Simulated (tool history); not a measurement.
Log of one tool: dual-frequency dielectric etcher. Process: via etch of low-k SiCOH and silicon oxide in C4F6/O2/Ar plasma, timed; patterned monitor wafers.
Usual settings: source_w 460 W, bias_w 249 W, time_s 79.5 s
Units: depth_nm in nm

run    hour  source_w  bias_w  time_s  read-back reference wafer on the same gauge, depth_nm  depth_nm
  1       0       460     209    79.5                                                  244.9     237.8
  2    42.5       460     209    79.5                                                  244.9     237.4
  3    88.9       460     209    79.5                                                    245       238
  4   134.6       440     202    79.5                                                  245.4     232.2
  5     161       460     249    79.5                                                  244.9     252.1
      254.5  -- wet clean of the chamber
      304.9  -- upper electrode replaced
  6   329.8       460     249    79.5                                                    245     252.4
  7   398.7       460     249    93.5                                                  244.9     298.8
  8   446.8       460     249    93.5                                                  244.9     297.8
  9   511.5       460     249    93.5                                                    245     298.3
      638.8  -- gauge calibrated
 10   709.1       460     249    79.5                                                  245.1     253.2
      762.8  -- source power generator calibrated
 11   765.2       460     249    79.5                                                  245.1     252.7
 12   814.6       370     311      59                                                    245     188.1
      875.5  -- wet clean of the chamber
 13     876       460     249    79.5                                                  244.8     253.2
 14   963.2       430     249    79.5                                                  244.6       246
 15   988.7       580     207    93.5                                                    245     304.8
 16    1042       460     249    79.5                                                  244.8     254.5
 17    1076       460     308    79.5                                                    245     273.2
 18  1134.6       460     249   101.5                                                    245       324
 19  1159.6       390     283    79.5                                                  244.9     250.4
       1234  -- bias power generator calibrated
 20  1293.4       530     249    79.5                                                  244.9     266.5
 21  1349.3       570     249      56                                                    245       193
 22  1390.8       390     222      86                                                  244.9     246.7
 23  1441.3       460     291    61.5                                                  244.7     206.9
     1520.6  -- wet clean of the chamber
 24  1521.1       460     249    79.5                                                  244.9     252.7
 25  1536.9       340     269      90                                                    245     262.7
 26  1600.4       520     249     101                                                  244.8     336.8
 27  1639.7       460     249      94                                                    245     299.2
 28  1678.4       460     279      60                                                  244.7     198.7
 29  1707.7       460     249      89                                                  244.7       283

5 ways to go on from here, each from the tool as it stands after run 29. What would each give?
  A  1708.1       460     204    79.5                                                      ?         ?
  B  1708.1       350     288      69                                                      ?         ?
  C  1708.1       560     286    79.5                                                      ?         ?
  D  1708.1       500     287    98.5                                                      ?         ?
  E  1708.1       540     284   100.5                                                      ?         ?

run  read-back reference wafer on the same gauge, depth_nm  depth_nm
  A                                                  244.8     235.7
  B                                                  244.8     209.7
  C                                                  244.8     285.9
  D                                                  244.8     340.2
  E                                                  244.8     355.7
Without the tool's hidden state the same runs would have given:
run  depth_nm
  A     235.7
  B     209.7
  C     285.9
  D     340.2
  E     355.7

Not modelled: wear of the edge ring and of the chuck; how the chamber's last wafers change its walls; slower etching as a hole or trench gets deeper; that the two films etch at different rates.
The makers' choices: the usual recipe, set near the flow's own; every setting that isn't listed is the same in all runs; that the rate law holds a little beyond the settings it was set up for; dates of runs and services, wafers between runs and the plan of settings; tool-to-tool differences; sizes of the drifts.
